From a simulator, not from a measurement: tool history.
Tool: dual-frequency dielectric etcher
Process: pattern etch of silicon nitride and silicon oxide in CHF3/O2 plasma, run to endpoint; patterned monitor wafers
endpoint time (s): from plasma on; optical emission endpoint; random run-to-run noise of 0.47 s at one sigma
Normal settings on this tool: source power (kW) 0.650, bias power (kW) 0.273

run   hour  source power (kW)  bias power (kW)  incoming incoming film thickness, nm  endpoint time (s)
  1    0.0              0.650            0.273                                 231.8              139.6
  2   32.2              0.650            0.322                                 228.5              127.9
  3   48.9              0.650            0.322                                 231.9              129.4
  4   78.0              0.650            0.273                                 227.5              136.9
  5   99.8              0.650            0.273                                 226.1              136.8
  6  135.1              0.560            0.238                                 230.6              158.5
  7  149.4              0.560            0.238                                 227.8              156.7
  8  176.6              0.650            0.273                                 230.3              138.9
  9  200.6              0.650            0.273                                 228.7              137.5
 10  225.2              0.650            0.273                                 230.7              138.8
 11  245.4              0.570            0.312                                 230.7              137.8
 12  264.2              0.570            0.312                                 232.1              139.1
 13  344.5              0.650            0.273                                 229.2              137.3
 14  374.9              0.650            0.273                                 233.0              139.8
 15  406.0              0.710            0.245                                 232.1              141.6
 16  475.9              0.800            0.214                                 230.4              151.5
 17  489.2              0.650            0.273                                 231.0              135.7
 18  515.3              0.540            0.306                                 230.9              141.3
 19  545.0              0.650            0.322                                 229.5              117.7
 20  563.3              0.650            0.221                                 232.5              167.9
 21  593.4              0.650            0.317                                 230.6              125.9
 22  616.0              0.530            0.232                                 232.2              192.3
 23  717.4              0.610            0.227                                 229.2              174.6
 24  801.8              0.650            0.273                                 230.2              140.7

Not shown here: 4 entries made in the log between runs. Locate each between two listed runs and compare the hidden state at the listed run before it with the hidden state at the listed run after it:
Between runs 15 and 16: upper electrode replaced, of another model than before (hour 449.2); wet clean of the chamber (hour 461.8)
  bias power that arrives over what is set, %: 4.44 -> 4.64
  measured result minus the result with no hidden state, endpoint time (s): -2.8 -> -4.8
Between runs 20 and 21: bias power generator calibrated (hour 581.2); source power generator calibrated (hour 584.1)
  bias power that arrives over what is set, %: 4.9 -> -0.233
  measured result minus the result with no hidden state, endpoint time (s): -5.9 -> +0.2
